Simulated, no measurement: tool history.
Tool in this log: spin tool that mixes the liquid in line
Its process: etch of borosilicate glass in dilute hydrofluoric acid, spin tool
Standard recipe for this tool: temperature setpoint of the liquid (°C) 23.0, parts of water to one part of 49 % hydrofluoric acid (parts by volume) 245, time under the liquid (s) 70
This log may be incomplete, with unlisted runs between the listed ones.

| run | hour | temperature setpoint of the liquid (°C) | parts of water to one part of 49 % hydrofluoric acid (parts by volume) | time under the liquid (s) | wafers since the last listed run | hours since the thermometer was replaced | hours since the hydrofluoric acid flow meter was replaced | hours since the gauge calibration | read-back film thickness of the borosilicate glass reference wafer, read on the same gauge (nm) | thickness taken off the borosilicate glass on a monitor wafer (nm) |
|---|---|---|---|---|---|---|---|---|---|---|
| 1 | 0.0 | 23.0 | 245 | 70 | 0 | 2088.1 | 917.8 | 32.5 | 30.01 | 5.57 |
| 2 | 14.7 | 23.0 | 245 | 70 | 229 | 2102.8 | 932.5 | 47.2 | 30.01 | 5.61 |
| 3 | 31.3 | 23.0 | 245 | 70 | 259 | 2119.4 | 949.1 | 63.8 | 29.99 | 5.58 |
| 4 | 42.7 | 23.0 | 245 | 70 | 177 | 2130.8 | 960.5 | 75.2 | 30.00 | 5.55 |
| 5 | 56.9 | 23.0 | 245 | 70 | 221 | 2145.0 | 974.7 | 89.4 | 29.99 | 5.52 |
| 6 | 68.2 | 23.0 | 245 | 70 | 176 | 2156.3 | 986.0 | 100.7 | 29.99 | 5.53 |
| 7 | 76.0 | 23.0 | 245 | 70 | 121 | 2164.1 | 993.8 | 108.5 | 30.00 | 5.56 |
| 8 | 82.7 | 23.0 | 245 | 70 | 104 | 2170.8 | 1000.5 | 115.2 | 30.00 | 5.53 |
| 9 | 92.2 | 23.0 | 245 | 70 | 148 | 2180.3 | 1010.0 | 124.7 | 30.00 | 5.56 |
| 10 | 102.0 | 23.0 | 245 | 70 | 152 | 2190.1 | 1019.8 | 134.5 | 30.02 | 5.54 |
| 11 | 119.0 | 23.0 | 245 | 70 | 265 | 2207.1 | 1036.8 | 151.5 | 29.98 | 5.52 |
| 12 | 134.2 | 23.0 | 245 | 70 | 237 | 2222.3 | 1052.0 | 166.7 | 30.01 | 5.49 |
| 13 | 148.5 | 23.0 | 245 | 70 | 223 | 2236.6 | 1066.3 | 181.0 | 30.00 | 5.54 |
| 14 | 164.6 | 23.0 | 245 | 70 | 251 | 2252.7 | 1082.4 | 197.1 | 30.01 | 5.50 |
| 15 | 202.9 | 23.0 | 245 | 100 | 597 | 2291.0 | 1120.7 | 235.4 | 29.98 | 7.83 |
| 16 | 214.8 | 20.0 | 290 | 90 | 185 | 2302.9 | 1132.6 | 247.3 | 30.00 | 5.07 |
| 17 | 227.7 | 26.5 | 325 | 80 | 201 | 2315.8 | 1145.5 | 260.2 | 30.00 | 4.85 |
| 18 | 236.0 | 23.0 | 245 | 70 | 129 | 2324.1 | 1153.8 | 268.5 | 30.00 | 5.43 |
|  | 244.5 | thermometer replaced |
| 19 | 264.0 | 23.0 | 360 | 70 | 421 | 19.5 | 1181.8 | 296.5 | 30.00 | 3.23 |
| 20 | 276.8 | 23.0 | 245 | 70 | 199 | 32.3 | 1194.6 | 309.3 | 29.99 | 5.40 |
| 21 | 294.1 | 20.0 | 245 | 35 | 269 | 49.6 | 1211.9 | 326.6 | 30.00 | 2.41 |
| 22 | 302.3 | 19.0 | 315 | 100 | 127 | 57.8 | 1220.1 | 334.8 | 30.01 | 4.84 |
| 23 | 313.1 | 21.5 | 150 | 110 | 168 | 68.6 | 1230.9 | 345.6 | 30.01 | 14.57 |
|  | 324.3 | gauge calibrated |
| 24 | 327.9 | 23.0 | 160 | 95 | 230 | 83.4 | 1245.7 | 3.6 | 29.99 | 12.38 |
|  | 329.1 | hydrofluoric acid flow meter replaced |
| 25 | 342.6 | 27.0 | 245 | 100 | 213 | 98.1 | 13.5 | 18.3 | 30.01 | 10.27 |
| 26 | 358.9 | 23.0 | 245 | 70 | 254 | 114.4 | 29.8 | 34.6 | 29.98 | 6.24 |
| 27 | 374.1 | 23.0 | 285 | 45 | 237 | 129.6 | 45.0 | 49.8 | 29.99 | 3.29 |
| 28 | 384.3 | 23.0 | 245 | 70 | 159 | 139.8 | 55.2 | 60.0 | 30.01 | 6.22 |
| 29 | 393.7 | 23.0 | 245 | 105 | 146 | 149.2 | 64.6 | 69.4 | 30.00 | 9.45 |

What will run 30 give?
| 30 | 410.5 | 23.0 | 245 | 70 | 262 | 166.0 | 81.4 | 86.2 | ? | ? |

{"run 30": {"read-back film thickness of the borosilicate glass reference wafer, read on the same gauge (nm)": 29.98, "thickness taken off the borosilicate glass on a monitor wafer (nm)": 6.21}}
If the tool had no hidden condition, the same run with the same run-to-run variation would have returned thickness taken off the borosilicate glass on a monitor wafer (nm) 6.28.

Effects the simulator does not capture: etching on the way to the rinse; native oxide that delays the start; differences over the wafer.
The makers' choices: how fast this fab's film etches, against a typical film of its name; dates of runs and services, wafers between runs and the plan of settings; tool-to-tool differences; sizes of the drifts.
